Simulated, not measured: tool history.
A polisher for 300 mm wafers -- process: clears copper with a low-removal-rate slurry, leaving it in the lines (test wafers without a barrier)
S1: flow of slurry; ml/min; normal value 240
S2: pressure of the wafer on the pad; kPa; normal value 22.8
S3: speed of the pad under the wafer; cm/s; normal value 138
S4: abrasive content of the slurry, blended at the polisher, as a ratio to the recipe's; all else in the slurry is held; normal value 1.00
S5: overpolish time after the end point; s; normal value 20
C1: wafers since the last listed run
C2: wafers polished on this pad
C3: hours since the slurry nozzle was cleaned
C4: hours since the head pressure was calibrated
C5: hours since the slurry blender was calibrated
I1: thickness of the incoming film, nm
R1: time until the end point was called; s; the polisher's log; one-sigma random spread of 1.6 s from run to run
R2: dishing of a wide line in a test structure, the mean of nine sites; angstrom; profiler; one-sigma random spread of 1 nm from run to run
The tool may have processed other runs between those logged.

{"run": 1, "hour": 0.0, "S1": 240, "S2": 28.3, "S3": 138, "S4": 1.0, "S5": 20, "C1": 0, "C2": 500, "C3": 524.4, "C4": 516.2, "C5": 121.9, "I1": 539.6, "R1": 110.0, "R2": 662}
{"run": 2, "hour": 14.3, "S1": 240, "S2": 28.3, "S3": 138, "S4": 1.0, "S5": 20, "C1": 83, "C2": 584, "C3": 538.7, "C4": 530.5, "C5": 136.2, "I1": 536.8, "R1": 109.5, "R2": 686}
{"hour": 29.1, "done": "worn pad replaced by a new one"}
{"run": 3, "hour": 29.6, "S1": 240, "S2": 22.8, "S3": 138, "S4": 1.0, "S5": 20, "C1": 66, "C2": 2, "C3": 554.0, "C4": 545.8, "C5": 151.5, "I1": 538.0, "R1": 134.4, "R2": 570}
{"run": 4, "hour": 41.2, "S1": 240, "S2": 22.8, "S3": 138, "S4": 1.0, "S5": 20, "C1": 67, "C2": 70, "C3": 565.6, "C4": 557.4, "C5": 163.1, "I1": 538.4, "R1": 134.6, "R2": 565}
{"run": 5, "hour": 54.3, "S1": 240, "S2": 22.8, "S3": 138, "S4": 1.0, "S5": 20, "C1": 76, "C2": 147, "C3": 578.7, "C4": 570.5, "C5": 176.2, "I1": 536.9, "R1": 133.1, "R2": 572}
{"run": 6, "hour": 60.5, "S1": 240, "S2": 22.8, "S3": 138, "S4": 1.0, "S5": 20, "C1": 36, "C2": 183, "C3": 584.9, "C4": 576.7, "C5": 182.4, "I1": 543.7, "R1": 132.1, "R2": 557}
{"run": 7, "hour": 77.3, "S1": 240, "S2": 22.8, "S3": 138, "S4": 1.0, "S5": 20, "C1": 98, "C2": 282, "C3": 601.7, "C4": 593.5, "C5": 199.2, "I1": 539.9, "R1": 135.6, "R2": 568}
{"run": 8, "hour": 88.9, "S1": 240, "S2": 19.3, "S3": 138, "S4": 1.0, "S5": 20, "C1": 67, "C2": 350, "C3": 613.3, "C4": 605.1, "C5": 210.8, "I1": 539.3, "R1": 156.7, "R2": 500}
{"run": 9, "hour": 96.2, "S1": 240, "S2": 19.3, "S3": 138, "S4": 1.0, "S5": 20, "C1": 42, "C2": 392, "C3": 620.6, "C4": 612.4, "C5": 218.1, "I1": 541.2, "R1": 155.3, "R2": 499}
{"hour": 101.3, "done": "slurry blender recalibrated"}
{"run": 10, "hour": 109.3, "S1": 240, "S2": 22.8, "S3": 138, "S4": 1.0, "S5": 20, "C1": 65, "C2": 457, "C3": 633.7, "C4": 625.5, "C5": 8.0, "I1": 536.3, "R1": 135.4, "R2": 588}
{"run": 11, "hour": 115.8, "S1": 240, "S2": 22.8, "S3": 138, "S4": 1.0, "S5": 20, "C1": 38, "C2": 496, "C3": 640.2, "C4": 632.0, "C5": 14.5, "I1": 528.1, "R1": 133.6, "R2": 551}
{"run": 12, "hour": 124.6, "S1": 240, "S2": 29.6, "S3": 174, "S4": 1.0, "S5": 20, "C1": 51, "C2": 547, "C3": 649.0, "C4": 640.8, "C5": 23.3, "I1": 539.0, "R1": 83.6, "R2": 850}
{"hour": 139.7, "done": "worn pad replaced by a new one"}
{"run": 13, "hour": 140.2, "S1": 295, "S2": 15.9, "S3": 138, "S4": 0.8, "S5": 31, "C1": 67, "C2": 3, "C3": 664.6, "C4": 656.4, "C5": 38.9, "I1": 537.8, "R1": 186.1, "R2": 629}
{"hour": 144.5, "done": "slurry nozzle cleaned"}
{"run": 14, "hour": 153.3, "S1": 240, "S2": 22.8, "S3": 150, "S4": 1.3, "S5": 20, "C1": 70, "C2": 74, "C3": 8.8, "C4": 669.5, "C5": 52.0, "I1": 540.9, "R1": 120.4, "R2": 611}
{"run": 15, "hour": 166.5, "S1": 240, "S2": 26.2, "S3": 138, "S4": 1.25, "S5": 20, "C1": 77, "C2": 151, "C3": 22.0, "C4": 682.7, "C5": 65.2, "I1": 532.3, "R1": 113.8, "R2": 638}
{"run": 16, "hour": 177.4, "S1": 240, "S2": 28.3, "S3": 138, "S4": 1.0, "S5": 20, "C1": 63, "C2": 215, "C3": 32.9, "C4": 693.6, "C5": 76.1, "I1": 542.3, "R1": 109.6, "R2": 666}
{"run": 17, "hour": 184.3, "S1": 240, "S2": 22.8, "S3": 166, "S4": 1.0, "S5": 20, "C1": 40, "C2": 255, "C3": 39.8, "C4": 700.5, "C5": 83.0, "I1": 545.2, "R1": 112.1, "R2": 664}
{"run": 18, "hour": 196.9, "S1": 240, "S2": 22.8, "S3": 120, "S4": 1.0, "S5": 28, "C1": 73, "C2": 329, "C3": 52.4, "C4": 713.1, "C5": 95.6, "I1": 549.5, "R1": 156.3, "R2": 663}
{"hour": 201.6, "done": "head pressure recalibrated"}
{"run": 19, "hour": 207.4, "S1": 240, "S2": 22.8, "S3": 138, "S4": 1.0, "S5": 20, "C1": 49, "C2": 379, "C3": 62.9, "C4": 5.8, "C5": 106.1, "I1": 539.4, "R1": 133.1, "R2": 572}
{"run": 20, "hour": 233.1, "S1": 240, "S2": 22.8, "S3": 138, "S4": 1.0, "S5": 20, "C1": 150, "C2": 529, "C3": 88.6, "C4": 31.5, "C5": 131.8, "I1": 542.8, "R1": 131.9, "R2": 574}
{"hour": 237.3, "done": "worn pad replaced by a new one"}
{"run": 21, "hour": 241.1, "S1": 290, "S2": 22.8, "S3": 138, "S4": 1.0, "S5": 20, "C1": 23, "C2": 22, "C3": 96.6, "C4": 39.5, "C5": 139.8, "I1": 536.1, "R1": 131.7, "R2": 560}
{"run": 22, "hour": 250.5, "S1": 240, "S2": 15.2, "S3": 94, "S4": 0.75, "S5": 30, "C1": 55, "C2": 77, "C3": 106.0, "C4": 48.9, "C5": 149.2, "I1": 545.8, "R1": 296.9, "R2": 419}
{"run": 23, "hour": 257.3, "S1": 240, "S2": 22.8, "S3": 138, "S4": 1.0, "S5": 20, "C1": 39, "C2": 117, "C3": 112.8, "C4": 55.7, "C5": 156.0, "I1": 537.2, "R1": 133.7, "R2": 560}

What if the next run were any one of these 3? Each begins from the tool's condition after run 23:
{"run": "A", "hour": 257.8, "S1": 240, "S2": 22.8, "S3": 102, "S4": 1.0, "S5": 20, "C1": 2, "C2": 120, "C3": 113.3, "C4": 56.2, "C5": 156.5, "I1": 538.5, "R1": "?", "R2": "?"}
{"run": "B", "hour": 257.8, "S1": 240, "S2": 20.0, "S3": 156, "S4": 1.0, "S5": 24, "C1": 2, "C2": 120, "C3": 113.3, "C4": 56.2, "C5": 156.5, "I1": 538.5, "R1": "?", "R2": "?"}
{"run": "C", "hour": 257.8, "S1": 240, "S2": 22.8, "S3": 138, "S4": 1.15, "S5": 25, "C1": 2, "C2": 120, "C3": 113.3, "C4": 56.2, "C5": 156.5, "I1": 538.5, "R1": "?", "R2": "?"}

run=A R1=180.9 R2=448
run=B R1=132.2 R2=673
run=C R1=131.5 R2=705
Without the tool's unlogged condition, the same runs would have read:
run=A R1=180.9 R2=448
run=B R1=132.2 R2=673
run=C R1=131.5 R2=705
